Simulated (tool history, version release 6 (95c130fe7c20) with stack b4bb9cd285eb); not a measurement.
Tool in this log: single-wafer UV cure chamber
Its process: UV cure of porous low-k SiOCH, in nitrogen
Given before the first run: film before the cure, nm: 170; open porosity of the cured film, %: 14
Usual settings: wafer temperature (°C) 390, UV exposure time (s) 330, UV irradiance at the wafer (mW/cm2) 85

run     day  wafer temperature (°C)  UV exposure time (s)  UV irradiance at the wafer (mW/cm2)  loss of film thickness in the cure (%)
  1       0                     390                   330                                   85                                  10.377
  2   0.938                     390                   330                                   85                                  10.534
  3   2.308                     390                   330                                   69                                   9.691
  4   2.912                     390                   330                                   69                                   9.361
  5   3.917                     390                   330                                   85                                  10.391
  6   4.775                     390                   330                                   85                                  10.571
  7   5.583                     390                   330                                   85                                  10.739
  8   6.221                     390                   330                                   85                                  10.309
  9   7.088                     390                   330                                   85                                  10.698
 10   8.088                     390                   425                                   85                                  11.819
      8.971  -- quartz window cleaned
 11   8.992                     390                   425                                   85                                  11.362
 12   9.246                     390                   425                                   85                                  11.703
 13   9.854                     390                   330                                   85                                  10.607
 14  10.554                     390                   330                                   85                                  10.353
 15  11.079                     390                   330                                   85                                  10.586
 16  11.679                     390                   330                                   85                                  10.493
 17  12.925                     390                   525                                   47                                    9.87
 18  13.792                     390                   455                                   85                                  11.592
     17.383  -- quartz window cleaned
 19  17.404                     390                   330                                   85                                  10.472
 20  20.117                     397                   475                                   85                                  12.283
 21  20.779                     390                   205                                   51                                   6.379
     22.175  -- UV bulbs replaced
 22  22.196                     403                   190                                   63                                   9.161
 23  22.733                     408                   330                                   85                                  12.612
 24      24                     390                   330                                   85                                  13.041
 25  25.075                     390                   470                                   85                                  14.165
 26  25.704                     400                   470                                  107                                  15.276
       27.3  -- quartz window cleaned
 27  27.321                     376                   180                                   60                                   7.729
 28  27.721                     372                   495                                   56                                  11.601
 29  28.942                     383                   245                                  109                                  11.592
 30  30.067                     398                   425                                   97                                  14.057
 31  31.321                     390                   330                                   85                                  12.044
 32  32.229                     390                   230                                   69                                   9.233

What the log doesn't show, run by run:
transmission lost against a clean window, %: 0 at every run
H1: lamp output below its setpoint, %
run     H1
  1   37.1
  2   37.3
  3   37.6
  4   37.7
  5   37.8
  6     38
  7   38.1
  8   38.2
  9   38.3
 10   38.4
 11   38.6
 12   38.6
 13   38.7
 14   38.7
 15   38.8
 16   38.9
 17     39
 18   39.1
 19   39.4
 20   39.6
 21   39.7
 22  0.263
 23   1.24
 24   3.43
 25   5.18
 26   6.17
 27   8.56
 28   9.12
 29   10.8
 30   12.2
 31   13.7
 32   14.7
